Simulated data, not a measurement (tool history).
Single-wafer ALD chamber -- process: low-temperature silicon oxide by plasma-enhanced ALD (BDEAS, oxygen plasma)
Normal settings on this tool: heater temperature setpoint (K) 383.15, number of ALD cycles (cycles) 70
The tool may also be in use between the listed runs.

run	hour	heater temperature setpoint (K)	number of ALD cycles (cycles)	read-back reference wafer on the same gauge, thickness_nm	mean film thickness on the monitor wafer (Å)
1	0.0	383.15	70	10.807	103.21
2	93.9	383.15	70	10.790	103.22
3	114.1	383.15	70	10.785	102.73
4	127.0	383.15	70	10.789	103.23
# hour 154.5: gauge calibrated
# hour 156.0: thermocouple changed; heater temperature recalibrated
5	164.8	383.15	70	10.805	103.20
6	196.3	383.15	70	10.809	103.16
7	227.7	383.15	76	10.806	112.50
8	244.6	383.15	76	10.789	111.85
9	257.7	393.15	57	10.790	82.29
10	272.2	383.15	70	10.800	103.08
11	298.2	378.15	80	10.802	119.44

What does the tool deliver on the next run?
12	331.7	397.15	78	?	?

Run 12 came out at read-back reference wafer on the same gauge, thickness_nm 10.813, mean film thickness on the monitor wafer (Å) 111.76.
Take away the tool's hidden state, keep the run-to-run variation as it was, and the same run would have given mean film thickness on the monitor wafer (Å) 111.76.
